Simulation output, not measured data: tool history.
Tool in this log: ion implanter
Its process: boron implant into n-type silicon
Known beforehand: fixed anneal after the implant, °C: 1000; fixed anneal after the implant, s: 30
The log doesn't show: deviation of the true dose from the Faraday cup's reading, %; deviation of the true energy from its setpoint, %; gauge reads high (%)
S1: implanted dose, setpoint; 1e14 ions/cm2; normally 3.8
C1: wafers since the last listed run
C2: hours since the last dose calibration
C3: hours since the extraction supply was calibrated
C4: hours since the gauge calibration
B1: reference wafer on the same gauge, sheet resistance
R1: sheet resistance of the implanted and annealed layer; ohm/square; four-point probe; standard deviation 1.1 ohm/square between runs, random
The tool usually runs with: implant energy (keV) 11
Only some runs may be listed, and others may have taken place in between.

Run 1, day 0: usual settings; C1 0; C2 474.9; C3 4547.7; C4 714.5; B1 252.09. Result: R1 299.65 ohm/square.
Run 2, day 3.858: usual settings; C1 1417; C2 567.5; C3 4640.3; C4 807.1; B1 251.78. Result: R1 298.85 ohm/square.
Run 3, day 5.375: usual settings; C1 557; C2 603.9; C3 4676.7; C4 843.5; B1 252.2. Result: R1 300.69 ohm/square.
Run 4, day 9.333: usual settings; C1 1454; C2 698.9; C3 4771.7; C4 938.5; B1 252.38. Result: R1 299.04 ohm/square.
Run 5, day 12.358: usual settings; C1 1111; C2 771.5; C3 4844.3; C4 1011.1; B1 252.22. Result: R1 299.95 ohm/square.
Run 6, day 15.508: usual settings; C1 1157; C2 847.1; C3 4919.9; C4 1086.7; B1 252.18. Result: R1 300 ohm/square.
Run 7, day 17.579: usual settings; C1 760; C2 896.8; C3 4969.6; C4 1136.4; B1 251.94. Result: R1 298.93 ohm/square.
Run 8, day 21.988: usual settings; C1 1619; C2 1002.6; C3 5075.4; C4 1242.2; B1 252.3. Result: R1 299.26 ohm/square.
Run 9, day 24.35: usual settings; C1 867; C2 1059.3; C3 5132.1; C4 1298.9; B1 251.78. Result: R1 299.82 ohm/square.
Run 10, day 27.821: usual settings; C1 1275; C2 1142.6; C3 5215.4; C4 1382.2; B1 251.89. Result: R1 300.02 ohm/square.
Run 11, day 31.292: usual settings; C1 1275; C2 1225.9; C3 5298.7; C4 1465.5; B1 251.88. Result: R1 299.05 ohm/square.
Run 12, day 33.117: usual settings but S1 3.5 1e14 ions/cm2; C1 670; C2 1269.7; C3 5342.5; C4 1509.3; B1 252.01. Result: R1 319.97 ohm/square.
At day 36.312: Faraday cup replaced and dose calibrated.
Run 13, day 36.562: usual settings but S1 4.1 1e14 ions/cm2, implant energy (keV) 7.5; C1 1143; C2 6; C3 5425.2; C4 1592; B1 252.1. Result: R1 290.37 ohm/square.
At day 38.696: extraction supply calibrated.
Run 14, day 39.175: usual settings but S1 4.3 1e14 ions/cm2, implant energy (keV) 15; C1 837; C2 68.7; C3 11.5; C4 1654.7; B1 252.12. Result: R1 262.8 ohm/square.
Run 15, day 46.354: usual settings but S1 4.24 1e14 ions/cm2, implant energy (keV) 8.5; C1 2637; C2 241; C3 183.8; C4 1827; B1 251.91. Result: R1 280.88 ohm/square.
At day 46.829: gauge calibrated.
Run 16, day 50.138: usual settings; C1 1389; C2 331.8; C3 274.6; C4 79.4; B1 252. Result: R1 299.82 ohm/square.
Run 17, day 53.529: usual settings; C1 1246; C2 413.2; C3 356; C4 160.8; B1 251.79. Result: R1 299.51 ohm/square.
Run 18, day 57.162: usual settings but S1 3.37 1e14 ions/cm2, implant energy (keV) 7.5; C1 1334; C2 500.4; C3 443.2; C4 248; B1 251.95. Result: R1 345.52 ohm/square.
Run 19, day 61.225: usual settings; C1 1492; C2 597.9; C3 540.7; C4 345.5; B1 251.96. Result: R1 300.96 ohm/square.
Run 20, day 62.842: usual settings but S1 2.77 1e14 ions/cm2, implant energy (keV) 9.5; C1 593; C2 636.7; C3 579.5; C4 384.3; B1 251.8. Result: R1 395.73 ohm/square.
Run 21, day 65.792: usual settings but S1 2.75 1e14 ions/cm2, implant energy (keV) 14.5; C1 1083; C2 707.5; C3 650.3; C4 455.1; B1 251.61. Result: R1 378.71 ohm/square.
Run 22, day 69.683: usual settings but S1 2.94 1e14 ions/cm2, implant energy (keV) 13.5; C1 1429; C2 800.9; C3 743.7; C4 548.5; B1 252.1. Result: R1 363.52 ohm/square.

What does the tool deliver on the next run?
Run 23, day 73.854: usual settings but implant energy (keV) 14.5; C1 1532; C2 901; C3 843.8; C4 648.6; B1 ?. Result: R1 ?.

{"run 23": {"B1": 251.91, "R1": 290.8}}
Had the tool carried no hidden state, the very same run would have given R1 290.8 ohm/square.

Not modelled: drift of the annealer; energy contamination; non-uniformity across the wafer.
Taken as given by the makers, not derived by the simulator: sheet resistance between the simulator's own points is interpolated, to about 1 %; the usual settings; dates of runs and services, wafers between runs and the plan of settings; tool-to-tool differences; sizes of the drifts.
